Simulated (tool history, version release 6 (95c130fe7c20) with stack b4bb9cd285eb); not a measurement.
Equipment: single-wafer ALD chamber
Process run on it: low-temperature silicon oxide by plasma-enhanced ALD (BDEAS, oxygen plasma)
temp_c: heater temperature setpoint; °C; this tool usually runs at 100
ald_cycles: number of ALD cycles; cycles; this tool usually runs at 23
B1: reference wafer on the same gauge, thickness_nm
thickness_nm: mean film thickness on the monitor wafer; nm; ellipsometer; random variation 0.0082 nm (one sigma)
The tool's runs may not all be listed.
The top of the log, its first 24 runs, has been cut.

Run 25, hour 1613: usual settings but temp_c 90 °C, ald_cycles 20 cycles; B1 2.92. Result: thickness_nm 2.943 nm.
Run 26, hour 1717: usual settings but ald_cycles 27 cycles; B1 2.921. Result: thickness_nm 3.864 nm.
Run 27, hour 1786: usual settings but temp_c 86 °C, ald_cycles 26 cycles; B1 2.919. Result: thickness_nm 3.885 nm.
Run 28, hour 1860.9: usual settings but temp_c 95 °C, ald_cycles 26 cycles; B1 2.921. Result: thickness_nm 3.781 nm.
Run 29, hour 1946: usual settings; B1 2.92. Result: thickness_nm 3.302 nm.
Run 30, hour 2043.2: usual settings but ald_cycles 22 cycles; B1 2.919. Result: thickness_nm 3.161 nm.
Run 31, hour 2133.3: usual settings; B1 2.919. Result: thickness_nm 3.314 nm.
Run 32, hour 2185.9: usual settings but temp_c 88 °C, ald_cycles 19 cycles; B1 2.918. Result: thickness_nm 2.85 nm.
Run 33, hour 2285.9: usual settings but temp_c 107 °C, ald_cycles 26 cycles; B1 2.921. Result: thickness_nm 3.683 nm.
Run 34, hour 2371: usual settings; B1 2.919. Result: thickness_nm 3.318 nm.
Run 35, hour 2433.5: usual settings but temp_c 95 °C; B1 2.92. Result: thickness_nm 3.381 nm.
Run 36, hour 2496.5: usual settings but temp_c 108 °C, ald_cycles 19 cycles; B1 2.918. Result: thickness_nm 2.686 nm.
Run 37, hour 2543.3: usual settings but temp_c 108 °C, ald_cycles 20 cycles; B1 2.917. Result: thickness_nm 2.823 nm.

4 ways to go on from here, each from the tool as it stands after run 37. What would each give?
Run A, hour 2543.7: usual settings; B1 ?. Result: thickness_nm ?.
Run B, hour 2543.7: usual settings but temp_c 91 °C, ald_cycles 27 cycles; B1 ?. Result: thickness_nm ?.
Run C, hour 2543.7: usual settings but temp_c 92 °C, ald_cycles 19 cycles; B1 ?. Result: thickness_nm ?.
Run D, hour 2543.7: usual settings but temp_c 96 °C, ald_cycles 19 cycles; B1 ?. Result: thickness_nm ?.

run     B1  thickness_nm
  A  2.919         3.316
  B  2.919         4.002
  C  2.919         2.808
  D  2.919         2.773
With no hidden state in the tool, these same runs would have given:
run  thickness_nm
  A         3.263
  B          3.94
  C         2.764
  D          2.73
